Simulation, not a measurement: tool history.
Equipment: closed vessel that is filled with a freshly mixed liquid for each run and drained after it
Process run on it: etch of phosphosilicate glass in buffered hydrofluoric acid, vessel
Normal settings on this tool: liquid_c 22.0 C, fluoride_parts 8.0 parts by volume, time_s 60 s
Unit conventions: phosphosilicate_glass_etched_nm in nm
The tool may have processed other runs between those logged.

| run | hour | liquid_c | fluoride_parts | time_s | wafers since the last listed run | hours since the thermometer was replaced | hours since the hydrofluoric acid flow meter was replaced | hours since the gauge calibration | read-back film thickness of the phosphosilicate glass reference wafer, read on the same gauge (nm) | phosphosilicate_glass_etched_nm |
|---|---|---|---|---|---|---|---|---|---|---|
| 1 | 0.0 | 22.0 | 8.0 | 60 | 0 | 861.8 | 251.7 | 239.1 | 58.63 | 339.15 |
| 2 | 74.8 | 22.0 | 8.0 | 60 | 4844 | 936.6 | 326.5 | 313.9 | 58.43 | 337.38 |
| 3 | 121.5 | 22.0 | 8.0 | 60 | 3024 | 983.3 | 373.2 | 360.6 | 58.29 | 342.28 |
| 4 | 159.6 | 22.0 | 8.0 | 40 | 2467 | 1021.4 | 411.3 | 398.7 | 58.21 | 225.13 |
| 5 | 202.2 | 22.0 | 8.0 | 60 | 2758 | 1064.0 | 453.9 | 441.3 | 58.09 | 334.96 |
| 6 | 230.4 | 22.0 | 8.0 | 60 | 1826 | 1092.2 | 482.1 | 469.5 | 58.06 | 333.67 |
| 7 | 271.0 | 22.0 | 8.0 | 60 | 2629 | 1132.8 | 522.7 | 510.1 | 58.01 | 339.41 |
| 8 | 315.3 | 22.0 | 10.0 | 70 | 2868 | 1177.1 | 567.0 | 554.4 | 57.88 | 323.41 |
| 9 | 370.1 | 22.0 | 10.0 | 70 | 3548 | 1231.9 | 621.8 | 609.2 | 57.94 | 323.78 |
|  | 413.2 | hydrofluoric acid flow meter replaced |
| 10 | 427.9 | 22.0 | 8.0 | 60 | 3678 | 1289.7 | 14.7 | 667.0 | 57.81 | 335.01 |
| 11 | 493.2 | 22.0 | 8.0 | 60 | 4228 | 1355.0 | 80.0 | 732.3 | 57.77 | 330.80 |
| 12 | 552.5 | 22.0 | 8.0 | 60 | 3840 | 1414.3 | 139.3 | 791.6 | 57.75 | 333.08 |
| 13 | 587.3 | 22.0 | 8.0 | 60 | 2253 | 1449.1 | 174.1 | 826.4 | 57.71 | 331.77 |
|  | 691.3 | gauge calibrated |
| 14 | 695.0 | 18.0 | 6.5 | 60 | 6974 | 1556.8 | 281.8 | 3.7 | 60.00 | 343.39 |
| 15 | 748.3 | 22.0 | 6.0 | 60 | 3451 | 1610.1 | 335.1 | 57.0 | 59.65 | 450.48 |
| 16 | 817.9 | 25.0 | 6.0 | 90 | 4507 | 1679.7 | 404.7 | 126.6 | 59.29 | 795.93 |
| 17 | 848.1 | 22.0 | 8.0 | 60 | 1955 | 1709.9 | 434.9 | 156.8 | 59.14 | 344.01 |
| 18 | 890.0 | 23.5 | 5.5 | 75 | 2713 | 1751.8 | 476.8 | 198.7 | 59.00 | 655.94 |
|  | 906.2 | thermometer replaced |
| 19 | 950.3 | 22.0 | 10.0 | 35 | 3840 | 44.1 | 537.1 | 259.0 | 58.73 | 162.77 |
| 20 | 1007.3 | 20.0 | 8.0 | 45 | 3691 | 101.1 | 594.1 | 316.0 | 58.57 | 225.37 |
| 21 | 1044.1 | 22.0 | 8.0 | 60 | 2383 | 137.9 | 630.9 | 352.8 | 58.55 | 338.41 |
|  | 1076.4 | hydrofluoric acid flow meter replaced |
| 22 | 1104.3 | 22.0 | 8.0 | 95 | 3833 | 198.1 | 27.9 | 413.0 | 58.35 | 527.34 |
| 23 | 1161.7 | 26.0 | 9.0 | 35 | 3717 | 255.5 | 85.3 | 470.4 | 58.20 | 214.84 |
| 24 | 1187.0 | 18.0 | 8.0 | 60 | 1638 | 280.8 | 110.6 | 495.7 | 58.23 | 268.73 |
| 25 | 1227.4 | 26.5 | 5.5 | 90 | 2616 | 321.2 | 151.0 | 536.1 | 58.16 | 907.45 |
| 26 | 1272.3 | 22.0 | 8.0 | 60 | 2907 | 366.1 | 195.9 | 581.0 | 58.10 | 336.81 |
| 27 | 1334.9 | 24.0 | 6.5 | 45 | 4054 | 428.7 | 258.5 | 643.6 | 58.06 | 341.89 |
| 28 | 1363.0 | 27.0 | 8.0 | 35 | 1819 | 456.8 | 286.6 | 671.7 | 57.99 | 254.16 |
| 29 | 1396.0 | 22.0 | 8.0 | 60 | 2137 | 489.8 | 319.6 | 704.7 | 57.98 | 331.73 |

Hidden state, per run?
liquid hotter than its thermometer reads (K): 0 in every run
hydrofluoric acid flow above the setpoint (%): 0 in every run
H1: gauge reads high (%)
| run | H1 |
|---|---|
| 1 | -2.29 |
| 2 | -2.67 |
| 3 | -2.87 |
| 4 | -3.01 |
| 5 | -3.14 |
| 6 | -3.22 |
| 7 | -3.33 |
| 8 | -3.43 |
| 9 | -3.53 |
| 10 | -3.62 |
| 11 | -3.71 |
| 12 | -3.77 |
| 13 | -3.8 |
| 14 | 0.0657 |
| 15 | -0.545 |
| 16 | -1.2 |
| 17 | -1.44 |
| 18 | -1.73 |
| 19 | -2.1 |
| 20 | -2.38 |
| 21 | -2.54 |
| 22 | -2.75 |
| 23 | -2.93 |
| 24 | -2.99 |
| 25 | -3.09 |
| 26 | -3.18 |
| 27 | -3.29 |
| 28 | -3.33 |
| 29 | -3.37 |

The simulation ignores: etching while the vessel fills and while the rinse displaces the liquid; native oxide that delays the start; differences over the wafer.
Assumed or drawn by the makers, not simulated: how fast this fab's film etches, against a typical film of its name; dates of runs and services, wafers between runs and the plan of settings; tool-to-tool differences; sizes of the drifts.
